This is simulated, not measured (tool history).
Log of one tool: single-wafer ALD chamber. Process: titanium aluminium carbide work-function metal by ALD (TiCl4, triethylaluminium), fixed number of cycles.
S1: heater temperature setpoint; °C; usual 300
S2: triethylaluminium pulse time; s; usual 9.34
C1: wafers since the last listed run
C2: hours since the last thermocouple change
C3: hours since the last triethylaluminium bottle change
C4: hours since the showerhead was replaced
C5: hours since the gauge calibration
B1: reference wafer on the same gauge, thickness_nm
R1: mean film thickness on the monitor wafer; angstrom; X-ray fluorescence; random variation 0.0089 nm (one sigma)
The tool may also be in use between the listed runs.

{"run": 1, "hour": 0.0, "S1": 300, "S2": 11.53, "C1": 0, "C2": 2274.1, "C3": 1216.1, "C4": 6003.6, "C5": 443.8, "B1": 2.041, "R1": 19.16}
{"run": 2, "hour": 22.6, "S1": 300, "S2": 11.53, "C1": 233, "C2": 2296.7, "C3": 1238.7, "C4": 6026.2, "C5": 466.4, "B1": 2.039, "R1": 19.03}
{"run": 3, "hour": 57.1, "S1": 300, "S2": 9.34, "C1": 356, "C2": 2331.2, "C3": 1273.2, "C4": 6060.7, "C5": 500.9, "B1": 2.042, "R1": 18.6}
{"run": 4, "hour": 81.5, "S1": 300, "S2": 9.34, "C1": 252, "C2": 2355.6, "C3": 1297.6, "C4": 6085.1, "C5": 525.3, "B1": 2.041, "R1": 18.75}
{"run": 5, "hour": 98.9, "S1": 300, "S2": 9.34, "C1": 179, "C2": 2373, "C3": 1315, "C4": 6102.5, "C5": 542.7, "B1": 2.034, "R1": 18.81}
{"run": 6, "hour": 127.4, "S1": 300, "S2": 9.34, "C1": 294, "C2": 2401.5, "C3": 1343.5, "C4": 6131, "C5": 571.2, "B1": 2.042, "R1": 18.78}
{"run": 7, "hour": 146.5, "S1": 300, "S2": 9.34, "C1": 197, "C2": 2420.6, "C3": 1362.6, "C4": 6150.1, "C5": 590.3, "B1": 2.039, "R1": 18.84}
{"run": 8, "hour": 171.9, "S1": 300, "S2": 9.34, "C1": 262, "C2": 2446, "C3": 1388, "C4": 6175.5, "C5": 615.7, "B1": 2.043, "R1": 18.75}
{"run": 9, "hour": 203.2, "S1": 300, "S2": 9.34, "C1": 323, "C2": 2477.3, "C3": 1419.3, "C4": 6206.8, "C5": 647, "B1": 2.04, "R1": 18.64}
{"hour": 259.3, "done": "triethylaluminium bottle replaced"}
{"run": 10, "hour": 295.4, "S1": 292, "S2": 9.34, "C1": 870, "C2": 2569.5, "C3": 36.1, "C4": 6299, "C5": 739.2, "B1": 2.038, "R1": 18.23}
{"run": 11, "hour": 326.5, "S1": 292, "S2": 9.34, "C1": 321, "C2": 2600.6, "C3": 67.2, "C4": 6330.1, "C5": 770.3, "B1": 2.043, "R1": 18.22}
{"run": 12, "hour": 340.2, "S1": 300, "S2": 9.34, "C1": 141, "C2": 2614.3, "C3": 80.9, "C4": 6343.8, "C5": 784, "B1": 2.038, "R1": 18.78}
{"run": 13, "hour": 370.8, "S1": 288, "S2": 9.34, "C1": 316, "C2": 2644.9, "C3": 111.5, "C4": 6374.4, "C5": 814.6, "B1": 2.039, "R1": 17.92}
{"run": 14, "hour": 388.0, "S1": 310, "S2": 8.38, "C1": 177, "C2": 2662.1, "C3": 128.7, "C4": 6391.6, "C5": 831.8, "B1": 2.038, "R1": 18.97}
{"run": 15, "hour": 414.6, "S1": 292, "S2": 11.77, "C1": 275, "C2": 2688.7, "C3": 155.3, "C4": 6418.2, "C5": 858.4, "B1": 2.043, "R1": 18.57}
{"run": 16, "hour": 427.5, "S1": 300, "S2": 11.53, "C1": 133, "C2": 2701.6, "C3": 168.2, "C4": 6431.1, "C5": 871.3, "B1": 2.037, "R1": 19.35}
{"run": 17, "hour": 451.9, "S1": 304, "S2": 5.99, "C1": 252, "C2": 2726, "C3": 192.6, "C4": 6455.5, "C5": 895.7, "B1": 2.043, "R1": 16.74}
{"hour": 459.7, "done": "gauge calibrated"}
{"run": 18, "hour": 470.8, "S1": 300, "S2": 6.8, "C1": 195, "C2": 2744.9, "C3": 211.5, "C4": 6474.4, "C5": 11.1, "B1": 2.037, "R1": 17.32}
{"run": 19, "hour": 506.1, "S1": 314, "S2": 12.41, "C1": 365, "C2": 2780.2, "C3": 246.8, "C4": 6509.7, "C5": 46.4, "B1": 2.04, "R1": 20.47}
{"run": 20, "hour": 534.1, "S1": 300, "S2": 8.34, "C1": 289, "C2": 2808.2, "C3": 274.8, "C4": 6537.7, "C5": 74.4, "B1": 2.04, "R1": 18.41}
{"run": 21, "hour": 552.5, "S1": 295, "S2": 9.34, "C1": 190, "C2": 2826.6, "C3": 293.2, "C4": 6556.1, "C5": 92.8, "B1": 2.039, "R1": 18.43}
{"hour": 590.5, "done": "showerhead replaced"}
{"run": 22, "hour": 591.0, "S1": 304, "S2": 9.34, "C1": 315, "C2": 2865.1, "C3": 331.7, "C4": 0.5, "C5": 131.3, "B1": 2.042, "R1": 18.96}
{"run": 23, "hour": 605.8, "S1": 295, "S2": 6.56, "C1": 153, "C2": 2879.9, "C3": 346.5, "C4": 15.3, "C5": 146.1, "B1": 2.041, "R1": 16.85}
{"run": 24, "hour": 638.8, "S1": 286, "S2": 9.34, "C1": 341, "C2": 2912.9, "C3": 379.5, "C4": 48.3, "C5": 179.1, "B1": 2.04, "R1": 17.75}
{"run": 25, "hour": 650.9, "S1": 308, "S2": 11.38, "C1": 125, "C2": 2925, "C3": 391.6, "C4": 60.4, "C5": 191.2, "B1": 2.041, "R1": 19.84}
{"run": 26, "hour": 670.8, "S1": 305, "S2": 12.71, "C1": 205, "C2": 2944.9, "C3": 411.5, "C4": 80.3, "C5": 211.1, "B1": 2.038, "R1": 19.65}
{"hour": 713.9, "done": "thermocouple changed; heater temperature recalibrated"}
{"run": 27, "hour": 717.5, "S1": 300, "S2": 6.48, "C1": 400, "C2": 3.6, "C3": 458.2, "C4": 127, "C5": 257.8, "B1": 2.042, "R1": 16.85}
{"run": 28, "hour": 734.0, "S1": 307, "S2": 12.83, "C1": 170, "C2": 20.1, "C3": 474.7, "C4": 143.5, "C5": 274.3, "B1": 2.039, "R1": 20.01}
{"run": 29, "hour": 833.3, "S1": 292, "S2": 12.04, "C1": 1027, "C2": 119.4, "C3": 574, "C4": 242.8, "C5": 373.6, "B1": 2.041, "R1": 18.66}
{"run": 30, "hour": 908.0, "S1": 292, "S2": 9.34, "C1": 772, "C2": 194.1, "C3": 648.7, "C4": 317.5, "C5": 448.3, "B1": 2.038, "R1": 18.13}
{"run": 31, "hour": 928.4, "S1": 314, "S2": 9.34, "C1": 211, "C2": 214.5, "C3": 669.1, "C4": 337.9, "C5": 468.7, "B1": 2.041, "R1": 19.74}
{"run": 32, "hour": 948.5, "S1": 300, "S2": 9.34, "C1": 207, "C2": 234.6, "C3": 689.2, "C4": 358, "C5": 488.8, "B1": 2.039, "R1": 18.83}

5 ways to go on from here, each from the tool as it stands after run 32. What would each give?
{"run": "A", "hour": 948.9, "S1": 300, "S2": 9.34, "C1": 4, "C2": 235, "C3": 689.6, "C4": 358.4, "C5": 489.2, "B1": "?", "R1": "?"}
{"run": "B", "hour": 948.9, "S1": 287, "S2": 12.61, "C1": 4, "C2": 235, "C3": 689.6, "C4": 358.4, "C5": 489.2, "B1": "?", "R1": "?"}
{"run": "C", "hour": 948.9, "S1": 311, "S2": 9.34, "C1": 4, "C2": 235, "C3": 689.6, "C4": 358.4, "C5": 489.2, "B1": "?", "R1": "?"}
{"run": "D", "hour": 948.9, "S1": 300, "S2": 7.91, "C1": 4, "C2": 235, "C3": 689.6, "C4": 358.4, "C5": 489.2, "B1": "?", "R1": "?"}
{"run": "E", "hour": 948.9, "S1": 314, "S2": 7.9, "C1": 4, "C2": 235, "C3": 689.6, "C4": 358.4, "C5": 489.2, "B1": "?", "R1": "?"}

run=A B1=2.044 R1=18.58
run=B B1=2.044 R1=18.2
run=C B1=2.044 R1=19.36
run=D B1=2.044 R1=17.96
run=E B1=2.044 R1=18.92
Without the tool's hidden state the same runs would have given:
run=A R1=18.58
run=B R1=18.2
run=C R1=19.36
run=D R1=17.96
run=E R1=18.92
